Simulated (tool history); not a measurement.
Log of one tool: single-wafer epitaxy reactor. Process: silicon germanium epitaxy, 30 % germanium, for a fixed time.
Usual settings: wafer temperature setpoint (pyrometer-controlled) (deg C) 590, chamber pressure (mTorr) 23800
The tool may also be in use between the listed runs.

run,hour,wafer temperature setpoint (pyrometer-controlled) (deg C),chamber pressure (mTorr),"read-back reference wafer on the same gauge, thickness_nm",mean film thickness on the monitor wafer (Å)
1,0.0,590,23800,64.890,520.87
2,15.0,590,23800,64.902,523.68
3,49.4,590,23800,64.872,523.72
4,65.0,590,23800,64.931,520.10
5,71.9,590,23800,64.942,520.92
6,89.1,600,23800,64.973,620.26
7,98.6,600,23800,64.844,622.97
8,110.6,585,23800,64.854,475.23
9,126.1,590,23800,64.842,519.55
10,132.9,590,23800,64.918,522.11
# hour 147.9: capacitance manometer re-zeroed and calibrated
11,148.4,590,23800,64.906,517.94
12,156.7,590,23800,64.931,521.57
13,171.9,590,27600,64.936,549.11
# hour 181.0: pyrometer calibrated
14,188.1,590,23800,64.923,572.94
# hour 197.5: showerhead replaced
15,199.0,590,23800,64.934,573.12
16,210.2,590,23800,65.004,570.61
17,220.9,590,28300,64.929,609.29
# hour 225.7: gauge calibrated
18,236.4,599,23800,64.999,665.95
19,250.1,590,25900,64.897,590.64
20,261.3,590,27100,64.903,598.76
21,275.2,584,18500,65.029,463.74
22,290.2,603,27900,64.890,758.21
23,304.0,583,21600,64.906,483.83

4 ways to go on from here, each from the tool as it stands after run 23. What would each give?
A,304.4,601,23800,?,?
B,304.4,590,29200,?,?
C,304.4,584,23800,?,?
D,304.4,597,19000,?,?

run,"read-back reference wafer on the same gauge, thickness_nm",mean film thickness on the monitor wafer (Å)
A,64.893,689.84
B,64.893,615.66
C,64.893,510.71
D,64.893,589.77
Without the tool's hidden state the same runs would have given:
run,mean film thickness on the monitor wafer (Å)
A,699.21
B,624.23
C,517.91
D,597.85

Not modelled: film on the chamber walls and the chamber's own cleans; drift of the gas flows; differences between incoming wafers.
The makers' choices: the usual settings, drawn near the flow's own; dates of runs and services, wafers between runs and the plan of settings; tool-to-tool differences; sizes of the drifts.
